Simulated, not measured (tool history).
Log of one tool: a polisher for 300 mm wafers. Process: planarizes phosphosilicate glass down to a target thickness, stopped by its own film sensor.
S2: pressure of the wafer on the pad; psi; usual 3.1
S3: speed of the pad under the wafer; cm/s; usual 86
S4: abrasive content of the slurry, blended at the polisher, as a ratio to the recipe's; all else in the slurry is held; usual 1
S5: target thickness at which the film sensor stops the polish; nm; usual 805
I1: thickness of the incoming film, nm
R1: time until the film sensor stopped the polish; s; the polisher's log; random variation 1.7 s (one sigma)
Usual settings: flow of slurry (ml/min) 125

{"run": 1, "hour": 0.0, "flow of slurry (ml/min)": 100, "S2": 2.4, "S3": 86, "S4": 1, "S5": 805, "I1": 1312.7, "R1": 126.3}
{"run": 2, "hour": 19.3, "flow of slurry (ml/min)": 100, "S2": 2.4, "S3": 86, "S4": 1, "S5": 805, "I1": 1321.8, "R1": 133}
{"run": 3, "hour": 41.2, "flow of slurry (ml/min)": 100, "S2": 2.4, "S3": 86, "S4": 1, "S5": 805, "I1": 1355.8, "R1": 142.3}
{"hour": 96.5, "done": "worn pad replaced by a new one"}
{"run": 4, "hour": 145.7, "flow of slurry (ml/min)": 125, "S2": 3.1, "S3": 86, "S4": 0.8, "S5": 805, "I1": 1330.8, "R1": 111}
{"hour": 158.9, "done": "head pressure recalibrated"}
{"hour": 161.5, "done": "slurry blender recalibrated"}
{"run": 5, "hour": 162.0, "flow of slurry (ml/min)": 125, "S2": 3.1, "S3": 86, "S4": 0.8, "S5": 805, "I1": 1332.7, "R1": 117.4}
{"run": 6, "hour": 193.0, "flow of slurry (ml/min)": 125, "S2": 3.1, "S3": 66, "S4": 1, "S5": 805, "I1": 1316, "R1": 120.8}
{"hour": 203.9, "done": "conditioning disc replaced and pad reconditioned"}
{"run": 7, "hour": 218.4, "flow of slurry (ml/min)": 125, "S2": 3.1, "S3": 66, "S4": 1, "S5": 805, "I1": 1355.3, "R1": 130.8}
{"run": 8, "hour": 240.0, "flow of slurry (ml/min)": 125, "S2": 3.1, "S3": 66, "S4": 1, "S5": 805, "I1": 1351.8, "R1": 136.3}
{"hour": 248.1, "done": "worn pad replaced by a new one"}
{"run": 9, "hour": 261.2, "flow of slurry (ml/min)": 125, "S2": 3.1, "S3": 86, "S4": 1, "S5": 805, "I1": 1357.9, "R1": 96.6}
{"run": 10, "hour": 293.7, "flow of slurry (ml/min)": 125, "S2": 2.5, "S3": 108, "S4": 1, "S5": 904, "I1": 1313.6, "R1": 77.7}
{"run": 11, "hour": 316.8, "flow of slurry (ml/min)": 125, "S2": 3.1, "S3": 86, "S4": 1, "S5": 805, "I1": 1343.3, "R1": 102.8}
{"run": 12, "hour": 332.2, "flow of slurry (ml/min)": 125, "S2": 2.5, "S3": 86, "S4": 1, "S5": 805, "I1": 1328.6, "R1": 122.6}
{"hour": 336.6, "done": "slurry blender recalibrated"}
{"hour": 344.6, "done": "slurry nozzle cleaned"}
{"run": 13, "hour": 345.1, "flow of slurry (ml/min)": 100, "S2": 2.4, "S3": 86, "S4": 1, "S5": 805, "I1": 1316.2, "R1": 129.9}
{"run": 14, "hour": 369.8, "flow of slurry (ml/min)": 125, "S2": 3.4, "S3": 60, "S4": 1.15, "S5": 805, "I1": 1334.3, "R1": 117}
{"run": 15, "hour": 390.1, "flow of slurry (ml/min)": 125, "S2": 2.2, "S3": 78, "S4": 0.8, "S5": 805, "I1": 1325.7, "R1": 183.9}
{"hour": 401.5, "done": "worn pad replaced by a new one"}
{"run": 16, "hour": 403.5, "flow of slurry (ml/min)": 125, "S2": 3.5, "S3": 86, "S4": 1, "S5": 805, "I1": 1326.6, "R1": 80.7}
{"run": 17, "hour": 423.9, "flow of slurry (ml/min)": 100, "S2": 2.4, "S3": 86, "S4": 1, "S5": 805, "I1": 1319.9, "R1": 124.4}
{"run": 18, "hour": 455.0, "flow of slurry (ml/min)": 125, "S2": 4.1, "S3": 76, "S4": 1, "S5": 805, "I1": 1308.3, "R1": 73.5}
{"run": 19, "hour": 467.5, "flow of slurry (ml/min)": 125, "S2": 3.1, "S3": 76, "S4": 0.75, "S5": 805, "I1": 1327.6, "R1": 129.7}
{"run": 20, "hour": 483.2, "flow of slurry (ml/min)": 125, "S2": 3.1, "S3": 64, "S4": 1, "S5": 954, "I1": 1334.6, "R1": 87.9}
{"hour": 506.7, "done": "slurry blender recalibrated"}
{"run": 21, "hour": 515.5, "flow of slurry (ml/min)": 145, "S2": 3.6, "S3": 112, "S4": 1, "S5": 903, "I1": 1334.3, "R1": 56.3}
{"hour": 544.2, "done": "conditioning disc replaced and pad reconditioned"}
{"run": 22, "hour": 544.7, "flow of slurry (ml/min)": 125, "S2": 3.7, "S3": 72, "S4": 1, "S5": 646, "I1": 1356.9, "R1": 138.9}
{"hour": 572.8, "done": "worn pad replaced by a new one"}
{"run": 23, "hour": 573.3, "flow of slurry (ml/min)": 125, "S2": 3.8, "S3": 86, "S4": 0.9, "S5": 969, "I1": 1316.7, "R1": 51.8}
{"run": 24, "hour": 618.0, "flow of slurry (ml/min)": 90, "S2": 3.1, "S3": 86, "S4": 1, "S5": 805, "I1": 1328.7, "R1": 100.5}

Hidden state or all else? Some run-to-run changes of R1, split into what the settings, what came in and random variation would give without the hidden state, and what is left for the hidden state (with any gauge scatter that isn't in both results):
The hidden state here: removal rate lost through wear of the pad, %; slurry flow missing at the pad, %; deviation of the head's pressure from its setpoint, %; abrasive missing from the slurry, %; time polished since the conditioner stopped cutting, s.
Run 8 -> 9: S3 66 -> 86, worn pad replaced by a new one. R1 -39.7 s: hidden state -18.7, all else -21.
Run 15 -> 16: S2 2.2 -> 3.5, S3 78 -> 86, S4 0.8 -> 1, worn pad replaced by a new one. R1 -103.2 s: hidden state -23.4, all else -79.8.
Run 22 -> 23: S2 3.7 -> 3.8, S3 72 -> 86, S4 1 -> 0.9, S5 646 -> 969, worn pad replaced by a new one. R1 -87.1 s: hidden state -18.4, all else -68.7.

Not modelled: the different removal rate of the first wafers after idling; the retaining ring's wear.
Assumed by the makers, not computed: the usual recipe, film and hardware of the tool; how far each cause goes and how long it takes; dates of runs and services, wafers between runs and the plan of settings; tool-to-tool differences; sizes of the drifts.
